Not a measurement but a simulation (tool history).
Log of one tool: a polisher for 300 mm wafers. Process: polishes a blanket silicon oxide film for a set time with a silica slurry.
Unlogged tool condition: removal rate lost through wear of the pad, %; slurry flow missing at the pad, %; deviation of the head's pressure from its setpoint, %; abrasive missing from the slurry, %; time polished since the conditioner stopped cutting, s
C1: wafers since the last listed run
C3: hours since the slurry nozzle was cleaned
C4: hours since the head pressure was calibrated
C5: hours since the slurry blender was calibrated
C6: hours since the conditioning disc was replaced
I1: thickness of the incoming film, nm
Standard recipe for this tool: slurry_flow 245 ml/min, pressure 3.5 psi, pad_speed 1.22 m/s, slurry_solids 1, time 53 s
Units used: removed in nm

run 1 day=0 | slurry_flow=310 pressure=3.5 pad_speed=1.22 slurry_solids=1 time=53 | C1=0 wafers_polished_on_this_pad=628 C3=459.1 C4=915.6 C5=243.7 C6=134.9 | I1=1504.8 | removed=130.1
-- day=0.567 worn pad replaced by a new one
-- day=0.988 slurry blender recalibrated
run 2 day=1.008 | slurry_flow=310 pressure=3.5 pad_speed=1.22 slurry_solids=1 time=53 | C1=145 wafers_polished_on_this_pad=68 C3=483.3 C4=939.8 C5=0.5 C6=159.1 | I1=1492 | removed=138.7
run 3 day=2.333 | slurry_flow=245 pressure=3.5 pad_speed=1.22 slurry_solids=1 time=53 | C1=254 wafers_polished_on_this_pad=323 C3=515.1 C4=971.6 C5=32.3 C6=190.9 | I1=1502.4 | removed=137.5
run 4 day=3.133 | slurry_flow=245 pressure=3.5 pad_speed=1.22 slurry_solids=1 time=53 | C1=153 wafers_polished_on_this_pad=476 C3=534.3 C4=990.8 C5=51.5 C6=210.1 | I1=1495.3 | removed=136.2
-- day=4.396 worn pad replaced by a new one
run 5 day=4.521 | slurry_flow=245 pressure=3.5 pad_speed=1.22 slurry_solids=1 time=53 | C1=234 wafers_polished_on_this_pad=24 C3=567.6 C4=1024.1 C5=84.8 C6=243.4 | I1=1500.3 | removed=133.7
run 6 day=5.867 | slurry_flow=245 pressure=3.5 pad_speed=1.22 slurry_solids=1 time=53 | C1=258 wafers_polished_on_this_pad=282 C3=599.9 C4=1056.4 C5=117.1 C6=275.7 | I1=1520.4 | removed=132.6
run 7 day=6.392 | slurry_flow=245 pressure=3.5 pad_speed=1.22 slurry_solids=1 time=53 | C1=100 wafers_polished_on_this_pad=383 C3=612.5 C4=1069 C5=129.7 C6=288.3 | I1=1510.5 | removed=133.2
run 8 day=7.167 | slurry_flow=245 pressure=3.5 pad_speed=1.22 slurry_solids=1 time=53 | C1=148 wafers_polished_on_this_pad=532 C3=631.1 C4=1087.6 C5=148.3 C6=306.9 | I1=1505.6 | removed=132.2
run 9 day=7.692 | slurry_flow=245 pressure=3.5 pad_speed=1.22 slurry_solids=1 time=53 | C1=100 wafers_polished_on_this_pad=633 C3=643.7 C4=1100.2 C5=160.9 C6=319.5 | I1=1478 | removed=133.3
run 10 day=8.638 | slurry_flow=245 pressure=3.5 pad_speed=1.22 slurry_solids=1 time=53 | C1=181 wafers_polished_on_this_pad=815 C3=666.4 C4=1122.9 C5=183.6 C6=342.2 | I1=1529.6 | removed=129.9
-- day=9.033 conditioning disc replaced and pad reconditioned
-- day=9.054 worn pad replaced by a new one
run 11 day=9.817 | slurry_flow=200 pressure=2.6 pad_speed=1.5 slurry_solids=0.7 time=53 | C1=206 wafers_polished_on_this_pad=146 C3=694.7 C4=1151.2 C5=211.9 C6=18.8 | I1=1495.7 | removed=92.6
-- day=10.392 slurry blender recalibrated
run 12 day=11.021 | slurry_flow=245 pressure=2.8 pad_speed=0.98 slurry_solids=0.9 time=43 | C1=215 wafers_polished_on_this_pad=362 C3=723.6 C4=1180.1 C5=15.1 C6=47.7 | I1=1484.2 | removed=75.2
run 13 day=12.129 | slurry_flow=200 pressure=2.6 pad_speed=1.5 slurry_solids=0.7 time=53 | C1=212 wafers_polished_on_this_pad=575 C3=750.2 C4=1206.7 C5=41.7 C6=74.3 | I1=1510.5 | removed=96.7
-- day=12.6 head pressure recalibrated
run 14 day=13.308 | slurry_flow=245 pressure=3.5 pad_speed=1.38 slurry_solids=1 time=53 | C1=210 wafers_polished_on_this_pad=785 C3=778.5 C4=17 C5=70 C6=102.6 | I1=1504.7 | removed=144.6
-- day=13.638 worn pad replaced by a new one, of another model than before
run 15 day=13.825 | slurry_flow=245 pressure=3.5 pad_speed=1.22 slurry_solids=1 time=53 | C1=67 wafers_polished_on_this_pad=36 C3=790.9 C4=29.4 C5=82.4 C6=115 | I1=1492.6 | removed=136.3
run 16 day=15.046 | slurry_flow=245 pressure=3.5 pad_speed=1.22 slurry_solids=1 time=53 | C1=234 wafers_polished_on_this_pad=270 C3=820.2 C4=58.7 C5=111.7 C6=144.3 | I1=1464.8 | removed=135.5
-- day=15.658 slurry nozzle cleaned
run 17 day=16.538 | slurry_flow=245 pressure=3.5 pad_speed=1.22 slurry_solids=0.85 time=36 | C1=278 wafers_polished_on_this_pad=549 C3=21.1 C4=94.5 C5=147.5 C6=180.1 | I1=1525.5 | removed=83.4
-- day=17.508 worn pad replaced by a new one
run 18 day=20.321 | slurry_flow=245 pressure=3.5 pad_speed=1.22 slurry_solids=0.9 time=53 | C1=694 wafers_polished_on_this_pad=539 C3=111.9 C4=185.3 C5=238.3 C6=270.9 | I1=1498.9 | removed=121.8
run 19 day=21.4 | slurry_flow=245 pressure=3.5 pad_speed=0.98 slurry_solids=1 time=53 | C1=207 wafers_polished_on_this_pad=747 C3=137.8 C4=211.2 C5=264.2 C6=296.8 | I1=1519.8 | removed=118.7

Here are 4 independent what-if runs from the current tool condition. What would each one return?
run A day=21.417 | slurry_flow=245 pressure=3.5 pad_speed=1.22 slurry_solids=1 time=53 | C1=3 wafers_polished_on_this_pad=750 C3=138.2 C4=211.6 C5=264.6 C6=297.2 | I1=1518 | removed=?
run B day=21.417 | slurry_flow=310 pressure=3.5 pad_speed=1.22 slurry_solids=1 time=59 | C1=3 wafers_polished_on_this_pad=750 C3=138.2 C4=211.6 C5=264.6 C6=297.2 | I1=1518 | removed=?
run C day=21.417 | slurry_flow=165 pressure=4.6 pad_speed=1.22 slurry_solids=1 time=53 | C1=3 wafers_polished_on_this_pad=750 C3=138.2 C4=211.6 C5=264.6 C6=297.2 | I1=1518 | removed=?
run D day=21.417 | slurry_flow=245 pressure=3.2 pad_speed=1.36 slurry_solids=0.85 time=60 | C1=3 wafers_polished_on_this_pad=750 C3=138.2 C4=211.6 C5=264.6 C6=297.2 | I1=1518 | removed=?

run=A removed=125.4
run=B removed=141
run=C removed=152.1
run=D removed=127.4
Stripped of hidden state, with their random variation kept, the same runs would have yielded:
run=A removed=136.8
run=B removed=153.8
run=C removed=165.9
run=D removed=139.9

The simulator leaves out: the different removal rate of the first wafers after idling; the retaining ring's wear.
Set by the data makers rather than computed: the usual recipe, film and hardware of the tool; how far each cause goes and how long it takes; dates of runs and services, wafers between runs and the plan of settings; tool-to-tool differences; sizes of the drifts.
